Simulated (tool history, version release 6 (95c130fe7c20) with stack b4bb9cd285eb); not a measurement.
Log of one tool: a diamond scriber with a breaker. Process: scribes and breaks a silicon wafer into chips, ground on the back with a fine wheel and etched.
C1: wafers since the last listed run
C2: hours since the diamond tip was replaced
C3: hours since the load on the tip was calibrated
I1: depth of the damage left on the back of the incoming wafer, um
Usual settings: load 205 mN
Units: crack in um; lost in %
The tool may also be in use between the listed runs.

{"run": 1, "hour": 0.0, "load": 205, "C1": 0, "C2": 407.4, "C3": 1422.2, "I1": 0.78, "crack": 10.72, "lost": 2.84}
{"run": 2, "hour": 64.0, "load": 205, "C1": 310, "C2": 471.4, "C3": 1486.2, "I1": 0.62, "crack": 10.07, "lost": 2.97}
{"run": 3, "hour": 244.1, "load": 205, "C1": 874, "C2": 651.5, "C3": 1666.3, "I1": 0.52, "crack": 10, "lost": 3}
{"run": 4, "hour": 288.3, "load": 205, "C1": 214, "C2": 695.7, "C3": 1710.5, "I1": 0.78, "crack": 10.35, "lost": 3.27}
{"run": 5, "hour": 454.0, "load": 205, "C1": 804, "C2": 861.4, "C3": 1876.2, "I1": 0.45, "crack": 9.79, "lost": 3.33}
{"hour": 467.5, "done": "load on the tip recalibrated"}
{"hour": 469.8, "done": "diamond tip replaced by a new one"}
{"run": 6, "hour": 491.8, "load": 254, "C1": 164, "C2": 22, "C3": 24.3, "I1": 0.67, "crack": 12.95, "lost": 3.22}
{"run": 7, "hour": 551.8, "load": 185, "C1": 291, "C2": 82, "C3": 84.3, "I1": 0.42, "crack": 10.45, "lost": 2.72}
{"run": 8, "hour": 598.9, "load": 232, "C1": 228, "C2": 129.1, "C3": 131.4, "I1": 0.62, "crack": 11.15, "lost": 1.42}
{"run": 9, "hour": 658.7, "load": 175, "C1": 290, "C2": 188.9, "C3": 191.2, "I1": 0.38, "crack": 9.91, "lost": 5.25}
{"run": 10, "hour": 692.6, "load": 146, "C1": 164, "C2": 222.8, "C3": 225.1, "I1": 0.75, "crack": 8.61, "lost": 11.45}
{"run": 11, "hour": 757.1, "load": 179, "C1": 313, "C2": 287.3, "C3": 289.6, "I1": 0.66, "crack": 9.48, "lost": 5.69}
{"run": 12, "hour": 818.3, "load": 236, "C1": 297, "C2": 348.5, "C3": 350.8, "I1": 0.77, "crack": 11.6, "lost": 1.33}
{"run": 13, "hour": 874.0, "load": 253, "C1": 270, "C2": 404.2, "C3": 406.5, "I1": 0.46, "crack": 11.45, "lost": 1.41}
{"run": 14, "hour": 927.8, "load": 205, "C1": 261, "C2": 458, "C3": 460.3, "I1": 0.32, "crack": 10.29, "lost": 3.03}

5 ways to go on from here, each from the tool as it stands after run 14. What would each give?
{"run": "A", "hour": 928.3, "load": 205, "C1": 2, "C2": 458.5, "C3": 460.8, "I1": 0.56, "crack": "?", "lost": "?"}
{"run": "B", "hour": 928.3, "load": 188, "C1": 2, "C2": 458.5, "C3": 460.8, "I1": 0.56, "crack": "?", "lost": "?"}
{"run": "C", "hour": 928.3, "load": 261, "C1": 2, "C2": 458.5, "C3": 460.8, "I1": 0.56, "crack": "?", "lost": "?"}
{"run": "D", "hour": 928.3, "load": 225, "C1": 2, "C2": 458.5, "C3": 460.8, "I1": 0.56, "crack": "?", "lost": "?"}
{"run": "E", "hour": 928.3, "load": 160, "C1": 2, "C2": 458.5, "C3": 460.8, "I1": 0.56, "crack": "?", "lost": "?"}

run=A crack=10.06 lost=3.27
run=B crack=9.54 lost=5.46
run=C crack=11.66 lost=1.65
run=D crack=10.64 lost=1.83
run=E crack=8.67 lost=11.47
Without the tool's hidden state the same runs would have given:
run=A crack=11.21 lost=1.4
run=B crack=10.64 lost=1.84
run=C crack=13 lost=4.84
run=D crack=11.87 lost=1.91
run=E crack=9.66 lost=4.88
